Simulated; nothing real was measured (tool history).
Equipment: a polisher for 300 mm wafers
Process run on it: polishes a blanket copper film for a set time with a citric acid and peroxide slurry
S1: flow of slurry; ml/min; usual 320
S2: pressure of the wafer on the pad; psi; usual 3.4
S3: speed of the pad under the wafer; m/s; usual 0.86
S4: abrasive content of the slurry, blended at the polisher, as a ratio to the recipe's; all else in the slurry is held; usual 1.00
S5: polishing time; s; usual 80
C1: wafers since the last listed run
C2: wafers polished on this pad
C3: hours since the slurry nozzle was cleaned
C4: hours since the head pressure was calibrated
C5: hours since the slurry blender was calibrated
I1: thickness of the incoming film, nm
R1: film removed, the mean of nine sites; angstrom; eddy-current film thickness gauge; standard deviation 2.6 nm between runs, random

{"run": 1, "hour": 0.0, "S1": 320, "S2": 3.4, "S3": 0.86, "S4": 1.0, "S5": 80, "C1": 0, "C2": 1116, "C3": 508.4, "C4": 390.8, "C5": 149.5, "I1": 685.4, "R1": 1601}
{"run": 2, "hour": 28.9, "S1": 320, "S2": 2.8, "S3": 1.08, "S4": 1.0, "S5": 80, "C1": 360, "C2": 1476, "C3": 537.3, "C4": 419.7, "C5": 178.4, "I1": 693.8, "R1": 1633}
{"hour": 38.8, "done": "worn pad replaced by a new one"}
{"run": 3, "hour": 43.7, "S1": 320, "S2": 2.8, "S3": 1.08, "S4": 1.0, "S5": 80, "C1": 134, "C2": 60, "C3": 552.1, "C4": 434.5, "C5": 193.2, "I1": 712.1, "R1": 1643}
{"run": 4, "hour": 63.9, "S1": 320, "S2": 2.8, "S3": 1.08, "S4": 1.0, "S5": 80, "C1": 251, "C2": 312, "C3": 572.3, "C4": 454.7, "C5": 213.4, "I1": 698.0, "R1": 1641}
{"run": 5, "hour": 77.3, "S1": 320, "S2": 3.4, "S3": 0.86, "S4": 1.0, "S5": 80, "C1": 167, "C2": 479, "C3": 585.7, "C4": 468.1, "C5": 226.8, "I1": 702.8, "R1": 1556}
{"run": 6, "hour": 94.1, "S1": 320, "S2": 3.4, "S3": 0.86, "S4": 1.15, "S5": 80, "C1": 209, "C2": 689, "C3": 602.5, "C4": 484.9, "C5": 243.6, "I1": 690.3, "R1": 1640}
{"run": 7, "hour": 125.2, "S1": 320, "S2": 3.4, "S3": 0.86, "S4": 1.15, "S5": 80, "C1": 387, "C2": 1077, "C3": 633.6, "C4": 516.0, "C5": 274.7, "I1": 702.4, "R1": 1655}
{"hour": 131.5, "done": "slurry blender recalibrated"}
{"run": 8, "hour": 143.9, "S1": 320, "S2": 3.4, "S3": 0.86, "S4": 1.15, "S5": 80, "C1": 208, "C2": 1285, "C3": 652.3, "C4": 534.7, "C5": 12.4, "I1": 699.3, "R1": 1748}
{"hour": 152.2, "done": "worn pad replaced by a new one"}
{"run": 9, "hour": 178.1, "S1": 320, "S2": 3.4, "S3": 0.86, "S4": 0.85, "S5": 80, "C1": 376, "C2": 322, "C3": 686.5, "C4": 568.9, "C5": 46.6, "I1": 707.5, "R1": 1585}
{"run": 10, "hour": 201.6, "S1": 320, "S2": 3.4, "S3": 0.86, "S4": 1.0, "S5": 98, "C1": 293, "C2": 615, "C3": 710.0, "C4": 592.4, "C5": 70.1, "I1": 708.2, "R1": 2001}
{"run": 11, "hour": 219.8, "S1": 320, "S2": 3.4, "S3": 0.86, "S4": 1.0, "S5": 80, "C1": 226, "C2": 842, "C3": 728.2, "C4": 610.6, "C5": 88.3, "I1": 714.1, "R1": 1576}
{"run": 12, "hour": 240.4, "S1": 320, "S2": 3.4, "S3": 0.86, "S4": 1.0, "S5": 80, "C1": 256, "C2": 1099, "C3": 748.8, "C4": 631.2, "C5": 108.9, "I1": 707.5, "R1": 1596}
{"hour": 264.4, "done": "worn pad replaced by a new one"}
{"run": 13, "hour": 264.9, "S1": 320, "S2": 3.7, "S3": 0.86, "S4": 1.0, "S5": 80, "C1": 255, "C2": 6, "C3": 773.3, "C4": 655.7, "C5": 133.4, "I1": 702.2, "R1": 1713}
{"run": 14, "hour": 283.4, "S1": 320, "S2": 4.4, "S3": 0.76, "S4": 1.0, "S5": 104, "C1": 230, "C2": 237, "C3": 791.8, "C4": 674.2, "C5": 151.9, "I1": 703.2, "R1": 2246}
{"run": 15, "hour": 308.4, "S1": 320, "S2": 3.4, "S3": 0.86, "S4": 1.0, "S5": 80, "C1": 311, "C2": 548, "C3": 816.8, "C4": 699.2, "C5": 176.9, "I1": 702.0, "R1": 1511}
{"run": 16, "hour": 330.5, "S1": 370, "S2": 4.1, "S3": 0.66, "S4": 1.0, "S5": 97, "C1": 275, "C2": 824, "C3": 838.9, "C4": 721.3, "C5": 199.0, "I1": 693.6, "R1": 1739}
{"hour": 356.8, "done": "slurry nozzle cleaned"}
{"run": 17, "hour": 362.5, "S1": 375, "S2": 3.4, "S3": 0.86, "S4": 0.85, "S5": 90, "C1": 386, "C2": 1211, "C3": 5.7, "C4": 753.3, "C5": 231.0, "I1": 691.5, "R1": 1670}
{"hour": 374.0, "done": "head pressure recalibrated"}
{"run": 18, "hour": 378.8, "S1": 320, "S2": 4.1, "S3": 0.86, "S4": 1.0, "S5": 80, "C1": 178, "C2": 1389, "C3": 22.0, "C4": 4.8, "C5": 247.3, "I1": 691.6, "R1": 1805}
{"hour": 384.1, "done": "worn pad replaced by a new one"}
{"hour": 388.1, "done": "slurry blender recalibrated"}
{"run": 19, "hour": 408.2, "S1": 320, "S2": 2.7, "S3": 0.74, "S4": 0.75, "S5": 62, "C1": 291, "C2": 275, "C3": 51.4, "C4": 34.2, "C5": 20.1, "I1": 710.5, "R1": 852}
{"run": 20, "hour": 441.2, "S1": 370, "S2": 4.1, "S3": 0.66, "S4": 1.0, "S5": 97, "C1": 411, "C2": 687, "C3": 84.4, "C4": 67.2, "C5": 53.1, "I1": 691.9, "R1": 1885}
{"run": 21, "hour": 474.7, "S1": 385, "S2": 3.4, "S3": 0.86, "S4": 1.0, "S5": 93, "C1": 417, "C2": 1104, "C3": 117.9, "C4": 100.7, "C5": 86.6, "I1": 704.5, "R1": 1963}
{"hour": 479.8, "done": "worn pad replaced by a new one"}
{"run": 22, "hour": 489.4, "S1": 320, "S2": 3.4, "S3": 0.62, "S4": 1.0, "S5": 80, "C1": 133, "C2": 119, "C3": 132.6, "C4": 115.4, "C5": 101.3, "I1": 700.3, "R1": 1164}
{"run": 23, "hour": 506.8, "S1": 240, "S2": 3.4, "S3": 0.86, "S4": 0.7, "S5": 62, "C1": 216, "C2": 336, "C3": 150.0, "C4": 132.8, "C5": 118.7, "I1": 689.3, "R1": 1087}
{"run": 24, "hour": 522.9, "S1": 360, "S2": 3.4, "S3": 0.7, "S4": 0.8, "S5": 80, "C1": 200, "C2": 537, "C3": 166.1, "C4": 148.9, "C5": 134.8, "I1": 690.2, "R1": 1214}
{"run": 25, "hour": 539.4, "S1": 320, "S2": 3.4, "S3": 0.86, "S4": 1.0, "S5": 80, "C1": 205, "C2": 742, "C3": 182.6, "C4": 165.4, "C5": 151.3, "I1": 697.4, "R1": 1561}

Run 26 is up next; what results do you expect?
{"run": 26, "hour": 558.1, "S1": 320, "S2": 3.4, "S3": 1.06, "S4": 1.0, "S5": 80, "C1": 233, "C2": 976, "C3": 201.3, "C4": 184.1, "C5": 170.0, "I1": 700.4, "R1": "?"}

{"run 26": {"R1": 1961}}
On a tool with no hidden condition, and with the same random variation, this run would have come out at R1 2206 angstrom.

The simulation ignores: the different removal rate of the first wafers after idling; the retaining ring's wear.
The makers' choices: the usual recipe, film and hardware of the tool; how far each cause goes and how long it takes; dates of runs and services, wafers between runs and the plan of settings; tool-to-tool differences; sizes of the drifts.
